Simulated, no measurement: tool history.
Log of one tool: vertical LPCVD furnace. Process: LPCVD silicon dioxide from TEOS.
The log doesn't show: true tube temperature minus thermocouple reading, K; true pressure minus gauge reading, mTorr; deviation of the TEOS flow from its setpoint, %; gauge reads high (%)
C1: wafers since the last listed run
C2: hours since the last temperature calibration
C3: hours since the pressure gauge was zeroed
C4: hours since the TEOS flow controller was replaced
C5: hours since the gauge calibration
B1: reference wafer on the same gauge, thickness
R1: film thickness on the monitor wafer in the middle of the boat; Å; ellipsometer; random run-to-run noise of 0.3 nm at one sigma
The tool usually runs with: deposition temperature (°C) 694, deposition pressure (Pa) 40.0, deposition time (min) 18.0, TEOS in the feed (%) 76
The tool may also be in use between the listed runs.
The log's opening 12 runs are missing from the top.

Run 13, hour 599.4: usual settings but deposition pressure (Pa) 31.3; C1 856; C2 4559.4; C3 90.8; C4 277.5; C5 1294.2; B1 104.95. Result: R1 1188.3 Å.
Run 14, hour 634.0: usual settings but deposition temperature (°C) 682, deposition pressure (Pa) 32.0, deposition time (min) 20.0, TEOS in the feed (%) 71; C1 639; C2 4594.0; C3 125.4; C4 312.1; C5 1328.8; B1 104.99. Result: R1 972.8 Å.
Run 15, hour 666.2: usual settings but deposition temperature (°C) 685, deposition pressure (Pa) 30.7, deposition time (min) 20.5, TEOS in the feed (%) 82; C1 594; C2 4626.2; C3 157.6; C4 344.3; C5 1361.0; B1 104.93. Result: R1 1124.2 Å.
Run 16, hour 710.1: usual settings but deposition temperature (°C) 687, deposition pressure (Pa) 30.7, deposition time (min) 25.0, TEOS in the feed (%) 62; C1 810; C2 4670.1; C3 201.5; C4 388.2; C5 1404.9; B1 104.94. Result: R1 1246.8 Å.
At hour 787.1: thermocouples replaced and temperature profile calibrated.
Run 17, hour 787.6: usual settings but deposition temperature (°C) 686, deposition pressure (Pa) 48.0, TEOS in the feed (%) 89; C1 988; C2 0.5; C3 279.0; C4 465.7; C5 1482.4; B1 104.86. Result: R1 1264.7 Å.
Run 18, hour 925.3: usual settings but deposition pressure (Pa) 44.7, deposition time (min) 11.5; C1 2543; C2 138.2; C3 416.7; C4 603.4; C5 1620.1; B1 104.99. Result: R1 873.4 Å.
At hour 940.7: gauge calibrated.
Run 19, hour 989.0: usual settings but deposition temperature (°C) 701, deposition pressure (Pa) 30.7, deposition time (min) 24.0, TEOS in the feed (%) 68; C1 1176; C2 201.9; C3 480.4; C4 667.1; C5 48.3; B1 105.07. Result: R1 1678.5 Å.
Run 20, hour 1057.4: usual settings; C1 1263; C2 270.3; C3 548.8; C4 735.5; C5 116.7; B1 105.03. Result: R1 1295.7 Å.
Run 21, hour 1126.0: usual settings but deposition temperature (°C) 689, deposition pressure (Pa) 32.7, deposition time (min) 11.5; C1 1266; C2 338.9; C3 617.4; C4 804.1; C5 185.3; B1 105.01. Result: R1 662.5 Å.
Run 22, hour 1156.4: usual settings but deposition temperature (°C) 703, deposition pressure (Pa) 34.0; C1 561; C2 369.3; C3 647.8; C4 834.5; C5 215.7; B1 105.02. Result: R1 1478.5 Å.
Run 23, hour 1204.4: usual settings; C1 886; C2 417.3; C3 695.8; C4 882.5; C5 263.7; B1 105.02. Result: R1 1296.3 Å.
Run 24, hour 1276.0: usual settings but deposition time (min) 22.0, TEOS in the feed (%) 81; C1 1322; C2 488.9; C3 767.4; C4 954.1; C5 335.3; B1 105.03. Result: R1 1636.6 Å.
Run 25, hour 1312.9: usual settings but deposition time (min) 20.5; C1 681; C2 525.8; C3 804.3; C4 991.0; C5 372.2; B1 105.00. Result: R1 1482.1 Å.
Run 26, hour 1374.7: usual settings but deposition temperature (°C) 688, deposition pressure (Pa) 33.3, deposition time (min) 11.5, TEOS in the feed (%) 84; C1 1141; C2 587.6; C3 866.1; C4 1052.8; C5 434.0; B1 105.09. Result: R1 691.0 Å.
Run 27, hour 1417.0: usual settings but deposition temperature (°C) 684, deposition pressure (Pa) 45.3, deposition time (min) 24.0, TEOS in the feed (%) 91; C1 781; C2 629.9; C3 908.4; C4 1095.1; C5 476.3; B1 105.02. Result: R1 1592.6 Å.
Run 28, hour 1487.5: usual settings but deposition temperature (°C) 698; C1 1302; C2 700.4; C3 978.9; C4 1165.6; C5 546.8; B1 104.98. Result: R1 1436.3 Å.
Run 29, hour 1570.7: usual settings but deposition time (min) 14.5; C1 1536; C2 783.6; C3 1062.1; C4 1248.8; C5 630.0; B1 105.01. Result: R1 1054.1 Å.
Run 30, hour 1641.8: usual settings but deposition pressure (Pa) 43.3, TEOS in the feed (%) 63; C1 1313; C2 854.7; C3 1133.2; C4 1319.9; C5 701.1; B1 105.00. Result: R1 1237.6 Å.
Run 31, hour 1683.1: usual settings but TEOS in the feed (%) 91; C1 762; C2 896.0; C3 1174.5; C4 1361.2; C5 742.4; B1 105.09. Result: R1 1437.5 Å.

4 ways to go on from here, each from the tool as it stands after run 31. What would each give?
Run A, hour 1687.8: usual settings; C1 86; C2 900.7; C3 1179.2; C4 1365.9; C5 747.1; B1 ?. Result: R1 ?.
Run B, hour 1687.8: usual settings but deposition temperature (°C) 697, deposition time (min) 14.5; C1 86; C2 900.7; C3 1179.2; C4 1365.9; C5 747.1; B1 ?. Result: R1 ?.
Run C, hour 1687.8: usual settings but deposition temperature (°C) 684, deposition pressure (Pa) 30.7, deposition time (min) 15.0, TEOS in the feed (%) 64; C1 86; C2 900.7; C3 1179.2; C4 1365.9; C5 747.1; B1 ?. Result: R1 ?.
Run D, hour 1687.8: usual settings but TEOS in the feed (%) 61; C1 86; C2 900.7; C3 1179.2; C4 1365.9; C5 747.1; B1 ?. Result: R1 ?.

run      B1      R1
  A  104.84  1309.7
  B  104.84  1131.9
  C  104.84   691.5
  D  104.84  1173.4
Had the tool no hidden state, the same runs would have come out as:
run      R1
  A  1282.1
  B  1108.2
  C   676.7
  D  1148.6
